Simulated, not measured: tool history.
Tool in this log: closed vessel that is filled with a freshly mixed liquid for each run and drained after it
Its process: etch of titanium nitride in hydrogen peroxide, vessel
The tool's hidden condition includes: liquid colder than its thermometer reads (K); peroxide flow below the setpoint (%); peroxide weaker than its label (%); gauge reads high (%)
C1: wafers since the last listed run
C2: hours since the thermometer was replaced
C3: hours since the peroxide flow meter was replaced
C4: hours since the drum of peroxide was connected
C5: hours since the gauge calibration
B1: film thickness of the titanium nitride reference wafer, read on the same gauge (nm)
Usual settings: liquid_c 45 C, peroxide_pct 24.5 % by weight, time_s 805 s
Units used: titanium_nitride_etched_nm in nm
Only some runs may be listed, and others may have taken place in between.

run 1 day=0 | liquid_c=45 peroxide_pct=24.5 time_s=805 | C1=0 C2=810.5 C3=1923.1 C4=131 C5=79.5 | B1=29.99 | titanium_nitride_etched_nm=28.12
run 2 day=1.012 | liquid_c=45 peroxide_pct=24.5 time_s=610 | C1=1464 C2=834.8 C3=1947.4 C4=155.3 C5=103.8 | B1=30.03 | titanium_nitride_etched_nm=21.05
run 3 day=1.971 | liquid_c=45 peroxide_pct=24.5 time_s=610 | C1=1386 C2=857.8 C3=1970.4 C4=178.3 C5=126.8 | B1=30 | titanium_nitride_etched_nm=21
run 4 day=2.996 | liquid_c=45 peroxide_pct=24.5 time_s=805 | C1=1483 C2=882.4 C3=1995 C4=202.9 C5=151.4 | B1=29.99 | titanium_nitride_etched_nm=27.63
run 5 day=3.983 | liquid_c=45 peroxide_pct=24.5 time_s=570 | C1=1428 C2=906.1 C3=2018.7 C4=226.6 C5=175.1 | B1=29.97 | titanium_nitride_etched_nm=19.66
run 6 day=4.842 | liquid_c=45 peroxide_pct=24.5 time_s=805 | C1=1241 C2=926.7 C3=2039.3 C4=247.2 C5=195.7 | B1=29.96 | titanium_nitride_etched_nm=27.76
run 7 day=5.471 | liquid_c=45 peroxide_pct=24.5 time_s=805 | C1=910 C2=941.8 C3=2054.4 C4=262.3 C5=210.8 | B1=29.97 | titanium_nitride_etched_nm=27.14
run 8 day=6.521 | liquid_c=45 peroxide_pct=24.5 time_s=805 | C1=1519 C2=967 C3=2079.6 C4=287.5 C5=236 | B1=29.99 | titanium_nitride_etched_nm=27.53
run 9 day=7.05 | liquid_c=45 peroxide_pct=26.5 time_s=805 | C1=765 C2=979.7 C3=2092.3 C4=300.2 C5=248.7 | B1=29.98 | titanium_nitride_etched_nm=28.01
run 10 day=8.438 | liquid_c=45 peroxide_pct=26.5 time_s=805 | C1=2007 C2=1013 C3=2125.6 C4=333.5 C5=282 | B1=29.96 | titanium_nitride_etched_nm=27.92
run 11 day=9.033 | liquid_c=45 peroxide_pct=20 time_s=705 | C1=862 C2=1027.3 C3=2139.9 C4=347.8 C5=296.3 | B1=30 | titanium_nitride_etched_nm=22.89
run 12 day=10.521 | liquid_c=45 peroxide_pct=24.5 time_s=805 | C1=2152 C2=1063 C3=2175.6 C4=383.5 C5=332 | B1=30.01 | titanium_nitride_etched_nm=27.01
run 13 day=11.754 | liquid_c=45 peroxide_pct=24.5 time_s=805 | C1=1784 C2=1092.6 C3=2205.2 C4=413.1 C5=361.6 | B1=29.98 | titanium_nitride_etched_nm=26.94
run 14 day=12.871 | liquid_c=49.5 peroxide_pct=24.5 time_s=805 | C1=1615 C2=1119.4 C3=2232 C4=439.9 C5=388.4 | B1=29.99 | titanium_nitride_etched_nm=37.35
-- day=13.429 gauge calibrated
run 15 day=13.442 | liquid_c=48.5 peroxide_pct=24.5 time_s=485 | C1=825 C2=1133.1 C3=2245.7 C4=453.6 C5=0.3 | B1=29.99 | titanium_nitride_etched_nm=20.89
-- day=14.888 peroxide flow meter replaced
run 16 day=14.912 | liquid_c=45 peroxide_pct=20 time_s=705 | C1=2067 C2=1168.4 C3=0.6 C4=488.9 C5=35.6 | B1=29.99 | titanium_nitride_etched_nm=22.54
run 17 day=16.058 | liquid_c=54 peroxide_pct=22 time_s=1030 | C1=1657 C2=1195.9 C3=28.1 C4=516.4 C5=63.1 | B1=30.02 | titanium_nitride_etched_nm=64.64
run 18 day=17.033 | liquid_c=45 peroxide_pct=20 time_s=805 | C1=1410 C2=1219.3 C3=51.5 C4=539.8 C5=86.5 | B1=30.03 | titanium_nitride_etched_nm=25.53
run 19 day=18.2 | liquid_c=40 peroxide_pct=24.5 time_s=385 | C1=1688 C2=1247.3 C3=79.5 C4=567.8 C5=114.5 | B1=29.99 | titanium_nitride_etched_nm=8.66
-- day=18.383 new drum of peroxide connected
run 20 day=18.875 | liquid_c=40 peroxide_pct=24.5 time_s=385 | C1=916 C2=1263.5 C3=95.7 C4=11.8 C5=130.7 | B1=30.02 | titanium_nitride_etched_nm=8.49
run 21 day=19.45 | liquid_c=45 peroxide_pct=24.5 time_s=805 | C1=831 C2=1277.3 C3=109.5 C4=25.6 C5=144.5 | B1=29.98 | titanium_nitride_etched_nm=26.59
-- day=19.625 thermometer replaced
run 22 day=20.321 | liquid_c=36.5 peroxide_pct=27.5 time_s=805 | C1=1199 C2=16.7 C3=130.4 C4=46.5 C5=165.4 | B1=30.04 | titanium_nitride_etched_nm=17.11
run 23 day=20.967 | liquid_c=45 peroxide_pct=17.5 time_s=805 | C1=934 C2=32.2 C3=145.9 C4=62 C5=180.9 | B1=29.98 | titanium_nitride_etched_nm=29.56
run 24 day=22.404 | liquid_c=35.5 peroxide_pct=28.5 time_s=1125 | C1=2079 C2=66.7 C3=180.4 C4=96.5 C5=215.4 | B1=29.99 | titanium_nitride_etched_nm=22.1
run 25 day=23.15 | liquid_c=49 peroxide_pct=19 time_s=1240 | C1=1079 C2=84.6 C3=198.3 C4=114.4 C5=233.3 | B1=30.04 | titanium_nitride_etched_nm=61.43
run 26 day=24.392 | liquid_c=54.5 peroxide_pct=24.5 time_s=430 | C1=1796 C2=114.4 C3=228.1 C4=144.2 C5=263.1 | B1=30.01 | titanium_nitride_etched_nm=33.42
run 27 day=25.025 | liquid_c=50 peroxide_pct=22.5 time_s=805 | C1=916 C2=129.6 C3=243.3 C4=159.4 C5=278.3 | B1=30 | titanium_nitride_etched_nm=43.9

Measured less the same run without the tool's hidden state. The same run-to-run variation is in both; the gauge's scatter may not be:
run=1 titanium_nitride_etched_nm=-3.94
run=2 titanium_nitride_etched_nm=-3.02
run=3 titanium_nitride_etched_nm=-3.09
run=4 titanium_nitride_etched_nm=-4.19
run=5 titanium_nitride_etched_nm=-3.04
run=6 titanium_nitride_etched_nm=-4.4
run=7 titanium_nitride_etched_nm=-4.35
run=8 titanium_nitride_etched_nm=-4.52
run=9 titanium_nitride_etched_nm=-4.65
run=10 titanium_nitride_etched_nm=-4.79
run=11 titanium_nitride_etched_nm=-3.96
run=12 titanium_nitride_etched_nm=-4.82
run=13 titanium_nitride_etched_nm=-4.93
run=14 titanium_nitride_etched_nm=-6.79
run=15 titanium_nitride_etched_nm=-3.87
run=16 titanium_nitride_etched_nm=-4.41
run=17 titanium_nitride_etched_nm=-12.12
run=18 titanium_nitride_etched_nm=-5.18
run=19 titanium_nitride_etched_nm=-1.86
run=20 titanium_nitride_etched_nm=-1.85
run=21 titanium_nitride_etched_nm=-5.67
run=22 titanium_nitride_etched_nm=-0.05
run=23 titanium_nitride_etched_nm=-0.13
run=24 titanium_nitride_etched_nm=-0.21
run=25 titanium_nitride_etched_nm=-0.67
run=26 titanium_nitride_etched_nm=-0.5
run=27 titanium_nitride_etched_nm=-0.74
